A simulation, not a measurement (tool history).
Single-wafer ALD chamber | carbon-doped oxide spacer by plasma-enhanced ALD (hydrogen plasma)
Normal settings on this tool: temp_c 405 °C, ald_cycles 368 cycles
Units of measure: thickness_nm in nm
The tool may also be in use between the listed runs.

run,hour,temp_c,ald_cycles,"read-back reference wafer on the same gauge, thickness_nm",thickness_nm
1,0.0,405,423,21.035,21.481
2,49.8,405,423,21.035,21.464
3,134.3,405,423,21.032,21.475
4,183.7,394,368,21.020,19.001
5,281.9,405,368,21.001,18.640
6,368.4,405,368,21.019,18.665
7,409.9,405,368,21.019,18.652
8,461.8,405,368,21.012,18.634
9,512.1,405,368,21.015,18.637
10,572.7,405,368,20.994,18.648
11,680.1,405,368,20.987,18.616
12,781.3,405,368,20.993,18.640
13,875.0,405,368,20.983,18.558
14,973.1,405,368,21.369,19.029
15,1016.5,419,412,21.341,20.228
16,1111.5,405,434,21.278,22.242
17,1169.7,405,368,21.263,18.854
18,1222.4,405,387,21.230,19.769
19,1310.7,393,400,21.169,20.724
20,1413.9,391,415,21.164,21.495
21,1471.1,391,315,21.125,16.290
22,1516.8,391,341,21.124,17.591
23,1577.3,414,402,21.097,19.795
24,1653.4,397,403,21.082,20.823
25,1744.3,419,439,21.046,21.182
26,1799.2,405,368,21.051,18.713
27,1851.7,405,368,21.045,18.599
28,1937.5,405,328,21.030,16.674

Not shown: 3 entries that the log had between the listed runs. Between which runs, and how does the tool's hidden state differ before and after?
Between runs 10 and 11: thermocouple changed; heater temperature recalibrated (hour 672.9)
  gauge reads high (%): -1.88 -> -1.9
  measured less the result without the state, thickness_nm: -0.357 -> -0.360 nm
Between runs 13 and 14: gauge calibrated (hour 969.1)
  gauge reads high (%): -1.93 -> -0.127
  measured less the result without the state, thickness_nm: -0.365 -> -0.024 nm
Between runs 24 and 25: thermocouple changed; heater temperature recalibrated (hour 1703.5)
  gauge reads high (%): -1.49 -> -1.58
  measured less the result without the state, thickness_nm: -0.315 -> -0.340 nm
